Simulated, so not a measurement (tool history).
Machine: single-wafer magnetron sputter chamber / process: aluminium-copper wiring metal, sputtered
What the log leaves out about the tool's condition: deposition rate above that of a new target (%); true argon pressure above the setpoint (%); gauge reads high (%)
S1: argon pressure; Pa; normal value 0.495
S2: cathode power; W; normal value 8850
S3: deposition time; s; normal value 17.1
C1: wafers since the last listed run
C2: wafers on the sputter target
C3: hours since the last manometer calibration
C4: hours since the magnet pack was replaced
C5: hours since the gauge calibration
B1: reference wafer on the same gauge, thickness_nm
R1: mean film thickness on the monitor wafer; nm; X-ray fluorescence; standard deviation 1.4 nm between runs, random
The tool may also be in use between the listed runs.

run     day     S1     S2    S3   C1    C2      C3       C4     C5       B1       R1
  1       0  0.495   8850  17.1    0   666  1115.5   9828.7  139.4  223.941  249.208
  2   0.317  0.495   8850  17.1  141   807  1123.1   9836.3    147  223.627   250.58
  3   0.925  0.495   8850  17.1  271  1078  1137.7   9850.9  161.6  223.781  245.046
  4   1.212  0.495   8850  17.1  128  1206  1144.6   9857.8  168.5  223.854  248.165
  5   1.912  0.495   9700  17.1  311  1518  1161.4   9874.6  185.3  223.866  266.071
  6   2.179  0.495   9700  17.1  118  1637  1167.8     9881  191.7  223.908  266.263
  7   2.725  0.495   8850  17.1  243  1880  1180.9   9894.1  204.8  224.183  243.398
  8   3.442  0.495   8850  17.1  319  2199  1198.1   9911.3    222  223.994  241.379
  9   4.067  0.495   8150  17.1  278  2478  1213.1   9926.3    237  223.972  222.732
 10   4.608  0.495   8150  17.1  241  2719  1226.1   9939.3    250  223.945  223.167
 11   5.058  0.495   8150  17.1  200  2920  1236.9   9950.1  260.8  223.817  222.277
 12   5.404  0.495   8850  17.1  154  3074  1245.2   9958.4  269.1   223.94  242.039
      6.017  -- capacitance manometer re-zeroed and calibrated
 13   6.038  0.495   8850  17.1  133  3207     0.5   9973.6  284.3  223.959  239.851
 14   6.638  0.495   8850  17.1  267  3475    14.9     9988  298.7  223.943  242.029
      7.575  -- sputter target and shields replaced
 15   7.596  0.495   8850  17.1  278     8    37.9    10011  321.7  223.905  229.425
 16   7.608  0.495   8850  17.1    5    14    38.2  10011.3    322  223.934  228.932
 17   7.892   0.66   9900  17.1  126   140      45  10018.1  328.8  224.139  234.485
 18    8.55  0.422  11000  14.5  293   434    60.8  10033.9  344.6  223.948  247.129
 19   9.096  0.552   8850  14.8  243   677    73.9    10047  357.7  224.067  186.484
 20   9.446  0.676  10350  17.1  155   833    82.3  10055.4  366.1  223.939  243.101
 21   9.921  0.495   8850  17.1  211  1044    93.7  10066.8  377.5  223.767   221.36
 22  10.379  0.495   7650  18.3  204  1248   104.7  10077.8  388.5  224.007  205.915
     10.962  -- sputter target and shields replaced, repeated, since the last time left the tool worse
 23  10.988  0.437   8250  18.8  122    11   119.3  10092.4  403.1  223.761  269.216
     11.896  -- magnet pack replaced
 24  11.917  0.495   9950  17.1  265   276   141.6      0.5  425.4  224.084  280.206
 25  11.988  0.432   6700  15.7   31   308   143.3      2.2  427.1  224.083  179.525
 26  12.325  0.495   8850  17.1  150   458   151.4     10.3  435.2  223.906  248.254
 27  12.808  0.495   8850  17.1  215   674     163     21.9  446.8  224.235  246.894
     13.346  -- gauge calibrated
 28  13.558  0.385   9500  15.4  334  1008     181     39.9    5.1  224.012  248.649
 29  13.875  0.582   8050  15.1  141  1149   188.6     47.5   12.7  223.906  189.611
 30  14.179  0.689   9900  20.5  135  1284   195.9     54.8     20  224.072  299.085
 31  14.475  0.317   9400  15.4  131  1416     203     61.9   27.1  224.041  252.399
 32  15.208  0.435   7600  13.9  326  1743   220.6     79.5   44.7  224.065  174.676
 33  15.721  0.495   8850  17.1  228  1971   232.9     91.8     57  223.979  241.077
 34  16.179  0.327   8850  20.2  204  2176   243.9    102.8     68  223.819  310.582
 35  16.696  0.547   8850    14  230  2406   256.3    115.2   80.4  224.099  194.751
 36  17.383  0.341  10700  14.9  306  2712   272.8    131.7   96.9  224.116  272.247

Same runs, no hidden state in the tool, same run-to-run variation:
run       R1
  1  255.526
  2  257.862
  3  253.676
  4  257.528
  5  277.499
  6  278.151
  7  255.005
  8  253.671
  9  234.579
 10  235.396
 11  234.709
 12   255.76
 13  253.732
 14  256.256
 15  255.089
 16  254.609
 17  262.304
 18  279.678
 19  212.723
 20  278.524
 21  254.935
 22  238.169
 23   270.34
 24  285.793
 25  183.289
 26  254.598
 27  254.629
 28  258.271
 29  197.444
 30  312.119
 31  263.903
 32  183.371
 33  253.651
 34  327.345
 35    205.6
 36  287.928

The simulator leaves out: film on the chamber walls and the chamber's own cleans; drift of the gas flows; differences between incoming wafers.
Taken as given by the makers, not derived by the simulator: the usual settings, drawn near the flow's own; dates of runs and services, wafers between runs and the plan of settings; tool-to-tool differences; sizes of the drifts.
